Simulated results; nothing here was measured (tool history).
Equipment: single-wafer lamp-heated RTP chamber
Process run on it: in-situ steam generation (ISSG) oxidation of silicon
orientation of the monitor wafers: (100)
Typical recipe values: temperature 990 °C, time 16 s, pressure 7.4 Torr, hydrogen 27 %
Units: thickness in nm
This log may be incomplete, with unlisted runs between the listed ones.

run   hour  temperature  time  pressure  hydrogen  wafers since the last listed run  wafers since the last pyrometer calibration  hours since the pressure gauge was zeroed  hours since the hydrogen flow controller was replaced  hours since the gauge calibration  read-back reference wafer on the same gauge, thickness  thickness
  1      0          990    16       7.4        23                                 0                                          271                                     2463.1                                                 5081.8                              466.1                                                   5.499      4.519
  2   39.6          990    16       7.4        23                               346                                          618                                     2502.7                                                 5121.4                              505.7                                                   5.501      4.527
  3   87.1          990    16       7.4        27                               415                                         1033                                     2550.2                                                 5168.9                              553.2                                                   5.499      4.732
  4  130.5          990    16       7.4        27                               379                                         1413                                     2593.6                                                 5212.3                              596.6                                                   5.501      4.738
  5  187.3          990    16         7        27                               496                                         1910                                     2650.4                                                 5269.1                              653.4                                                     5.5      4.719
  6  220.5          990    16         7        27                               290                                         2200                                     2683.6                                                 5302.3                              686.6                                                   5.499      4.716
     250.7  -- pyrometer window cleaned and pyrometer calibrated
  7  276.7          990    16       7.4        27                               421                                          227                                     2739.8                                                 5358.5                              742.8                                                   5.501      4.695
     314.3  -- gauge calibrated
  8    340          990    16       7.4        27                               553                                          781                                     2803.1                                                 5421.8                               25.7                                                     5.5      4.714
     361.8  -- hydrogen flow controller replaced
  9  398.3          990    16       7.4        27                               440                                         1221                                     2861.4                                                   36.5                                 84                                                   5.498      4.709
 10  456.3          997    16       7.4        27                               507                                         1728                                     2919.4                                                   94.5                                142                                                     5.5      4.866
 11  480.5         1002    16       8.4        27                               211                                         1940                                     2943.6                                                  118.7                              166.2                                                     5.5      4.923
     498.9  -- pressure gauge zeroed
     508.5  -- pyrometer window cleaned and pyrometer calibrated
 12  551.3          996    16       6.9        18                               479                                          374                                       52.4                                                  189.5                                237                                                     5.5      4.309
 13  603.5          990    16       7.4        32                               456                                          831                                      104.6                                                  241.7                              289.2                                                     5.5      4.938
 14  672.7          990    19       6.9        27                               605                                         1436                                      173.8                                                  310.9                              358.4                                                   5.501      5.078
 15  697.4          990    16       7.4        27                               216                                         1653                                      198.5                                                  335.6                              383.1                                                   5.499      4.718
 16  744.9         1010    16       8.9        27                               415                                         2068                                        246                                                  383.1                              430.6                                                     5.5       5.04
 17  779.2          996    16         8        27                               300                                         2368                                      280.3                                                  417.4                              464.9                                                   5.501      4.828
     815.4  -- pyrometer window cleaned and pyrometer calibrated
 18  817.4          990    16       7.4        27                               264                                           17                                      318.5                                                  455.6                              503.1                                                     5.5      4.697
 19  863.8         1005    16       6.9        19                               405                                          423                                      364.9                                                    502                              549.5                                                   5.499      4.536
 20  910.7          990    16       7.4        27                               410                                          833                                      411.8                                                  548.9                              596.4                                                   5.503      4.723

Below, some changes in thickness between adjacent runs. For each, the amount present without the hidden state too (settings, incoming material, random variation) and the amount remaining for the hidden state with gauge scatter not shared by both compared results:
The tool's hidden condition here consists of: true wafer temperature minus pyrometer reading, K; true pressure minus gauge reading, Torr; deviation of the hydrogen flow from its setpoint, %; gauge reads high (%).
Run 6 -> 7: pressure 7 -> 7.4, pyrometer window cleaned and pyrometer calibrated. thickness -0.021 nm: hidden state -0.025, all else +0.004.
Run 11 -> 12: temperature 1002 -> 996, pressure 8.4 -> 6.9, hydrogen 27 -> 18, pressure gauge zeroed, pyrometer window cleaned and pyrometer calibrated. thickness -0.614 nm: hidden state -0.023, all else -0.591.
Run 12 -> 13: temperature 996 -> 990, pressure 6.9 -> 7.4, hydrogen 18 -> 32. thickness +0.629 nm: hidden state +0.011, all else +0.618.
Run 17 -> 18: temperature 996 -> 990, pressure 8 -> 7.4, pyrometer window cleaned and pyrometer calibrated. thickness -0.131 nm: hidden state -0.03, all else -0.101.
